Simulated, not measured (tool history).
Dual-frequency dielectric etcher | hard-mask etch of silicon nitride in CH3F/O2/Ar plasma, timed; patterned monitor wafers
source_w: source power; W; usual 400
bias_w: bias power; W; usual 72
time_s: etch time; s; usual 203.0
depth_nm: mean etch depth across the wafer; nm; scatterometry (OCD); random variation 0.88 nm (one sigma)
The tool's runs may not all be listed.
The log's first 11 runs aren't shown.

run,day,source_w,bias_w,time_s,"read-back reference wafer on the same gauge, depth_nm",depth_nm
12,15.054,400,72,203.0,144.2,150.2
13,15.954,450,65,168.5,144.5,124.9
14,17.271,400,90,203.0,144.4,159.4
15,19.342,400,66,263.5,144.6,190.8
16,20.433,470,82,203.0,144.8,163.2
# day 22.038: upper electrode replaced
17,22.058,320,89,221.5,145.1,165.6
18,22.879,400,72,203.0,145.3,150.6
19,23.567,400,72,203.0,145.4,152.2
20,24.292,340,72,203.0,145.4,146.2
21,25.038,460,72,203.0,145.4,159.6
# day 25.792: source power generator calibrated
22,26.421,490,67,234.5,145.3,183.3
# day 27.754: bias power generator calibrated
23,29.900,370,89,222.5,145.8,174.1
24,32.762,470,89,170.0,146.5,142.3
25,33.688,400,72,203.0,146.4,151.7
26,34.333,310,61,152.5,146.8,103.0
27,34.946,400,72,203.0,146.7,153.3
28,35.942,400,79,159.0,147.1,124.0
29,36.596,400,90,203.0,146.9,163.3
# day 38.446: wet clean of the chamber
30,38.467,360,81,228.0,147.2,171.3

4 ways to go on from here, each from the tool as it stands after run 30. What would each give?
A,38.488,400,72,203.0,?,?
B,38.488,340,60,219.5,?,?
C,38.488,490,72,203.0,?,?
D,38.488,400,72,154.5,?,?

run,"read-back reference wafer on the same gauge, depth_nm",depth_nm
A,147.6,153.2
B,147.6,150.6
C,147.6,162.8
D,147.6,116.6
Without the tool's hidden state the same runs would have given:
run,depth_nm
A,148.8
B,146.3
C,158.1
D,113.3
